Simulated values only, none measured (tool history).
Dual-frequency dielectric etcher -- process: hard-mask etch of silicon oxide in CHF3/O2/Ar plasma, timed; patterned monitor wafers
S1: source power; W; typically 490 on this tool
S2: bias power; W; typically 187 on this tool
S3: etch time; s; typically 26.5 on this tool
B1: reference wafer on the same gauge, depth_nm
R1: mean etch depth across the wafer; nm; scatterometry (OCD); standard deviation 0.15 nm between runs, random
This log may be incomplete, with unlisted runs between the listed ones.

run   hour   S1   S2    S3     B1     R1
  1      0  450  210  26.5  39.59  45.79
  2    9.3  450  210  26.5   39.6  45.23
  3   26.1  490  187  26.5  39.65  45.56
  4   34.9  490  187  26.5   39.6  45.68
  5   48.7  580  187  26.5   39.6  49.34
  6   56.4  490  187  26.5  39.59  45.29
  7   73.1  490  187  26.5  39.62  45.59
  8   87.9  490  187  26.5  39.61  45.61
  9   94.8  490  187    32   39.6  54.65
 10  109.6  490  187  26.5  39.57  45.76
     124.6  -- source power generator calibrated
       138  -- wet clean of the chamber
     142.6  -- upper electrode replaced
 11  143.1  490  187  26.5  39.63  46.62
 12  143.4  490  187  26.5  39.59  46.53
 13  143.7  490  187  26.5  39.56  46.82
 14  153.9  490  187  26.5  39.59  46.68
 15  167.1  490  187    30  39.64  53.08
     178.4  -- gauge calibrated
     180.8  -- bias power generator calibrated
 16  182.8  490  187  26.5  39.61  46.66
 17  194.2  610  225  23.5   39.6  48.14
 18  202.6  490  170  26.5  39.61  45.27
 19  220.5  540  215  26.5  39.61  50.39
 20  230.9  490  187    21  39.58  36.79
 21    238  610  187  26.5  39.58  51.28
 22  251.6  490  187    21   39.6  36.79
 23  263.9  490  187  26.5   39.6  46.12
 24  278.4  490  187    21  39.59  36.71
 25  293.5  490  142    29  39.62   46.9
 26  303.6  550  232  18.5   39.6  36.32
 27  321.4  490  145  26.5   39.6  43.04
 28  334.1  540  215  26.5  39.63  50.08
 29  341.1  450  210  26.5  39.58  45.58

Here are 5 independent what-if runs from the current tool condition. What would each one return?
  A  341.5  490  201  26.5   ?   ?
  B  341.5  490  211  26.5   ?   ?
  C  341.5  590  162    30   ?   ?
  D  341.5  590  227  26.5   ?   ?
  E  341.5  420  187    24   ?   ?

run     B1     R1
  A  39.58  47.06
  B  39.58  47.74
  C  39.58  54.53
  D  39.58  52.99
  E  39.58  38.87
With the hidden condition removed and each run's random variation left untouched, the same runs would have given:
run     R1
  A  47.68
  B  48.37
  C  55.25
  D  53.69
  E  39.38
